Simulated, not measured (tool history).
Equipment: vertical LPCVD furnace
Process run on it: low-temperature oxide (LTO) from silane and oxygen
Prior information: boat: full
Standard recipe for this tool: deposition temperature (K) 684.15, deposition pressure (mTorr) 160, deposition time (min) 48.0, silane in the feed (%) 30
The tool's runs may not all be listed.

run	hour	deposition temperature (K)	deposition pressure (mTorr)	deposition time (min)	silane in the feed (%)	read-back reference wafer on the same gauge, thickness	film thickness on the monitor wafer in the middle of the boat (nm)
1	0.0	684.15	135	54.5	30	294.19	252.47
2	23.9	684.15	135	54.5	30	294.11	252.89
3	32.1	684.15	160	48.0	30	293.76	265.75
# hour 71.6: silane flow controller replaced
4	72.1	684.15	160	48.0	30	294.07	265.17
5	75.9	684.15	190	48.0	30	294.06	317.82
# hour 87.4: gauge calibrated
# hour 104.3: pressure gauge zeroed
6	104.8	684.15	190	48.0	30	294.17	328.84
# hour 148.4: thermocouples replaced and temperature profile calibrated
7	148.9	684.15	160	53.5	30	294.12	309.13
8	152.7	684.15	160	48.0	30	293.77	276.82
9	156.4	684.15	160	48.0	26	294.01	223.43
10	164.4	692.15	185	55.0	33	293.83	457.93
11	181.3	684.15	175	31.0	30	293.96	196.17
12	187.9	689.15	190	40.5	35	294.09	362.10
13	195.7	684.15	170	48.0	30	293.91	293.83
# hour 201.6: gauge calibrated
14	207.2	684.15	180	48.0	30	293.89	311.43

Results for each run, recomputed without the tool's hidden state and with each run's random variation untouched:
The tool's hidden condition here consists of: true tube temperature minus thermocouple reading, K; true pressure minus gauge reading, mTorr; deviation of the silane flow from its setpoint, %; gauge reads high (%).
run	film thickness on the monitor wafer in the middle of the boat (nm)
1	264.94
2	265.60
3	277.00
4	276.73
5	329.44
6	328.50
7	309.14
8	276.86
9	223.49
10	458.13
11	196.34
12	362.46
13	294.21
14	311.91

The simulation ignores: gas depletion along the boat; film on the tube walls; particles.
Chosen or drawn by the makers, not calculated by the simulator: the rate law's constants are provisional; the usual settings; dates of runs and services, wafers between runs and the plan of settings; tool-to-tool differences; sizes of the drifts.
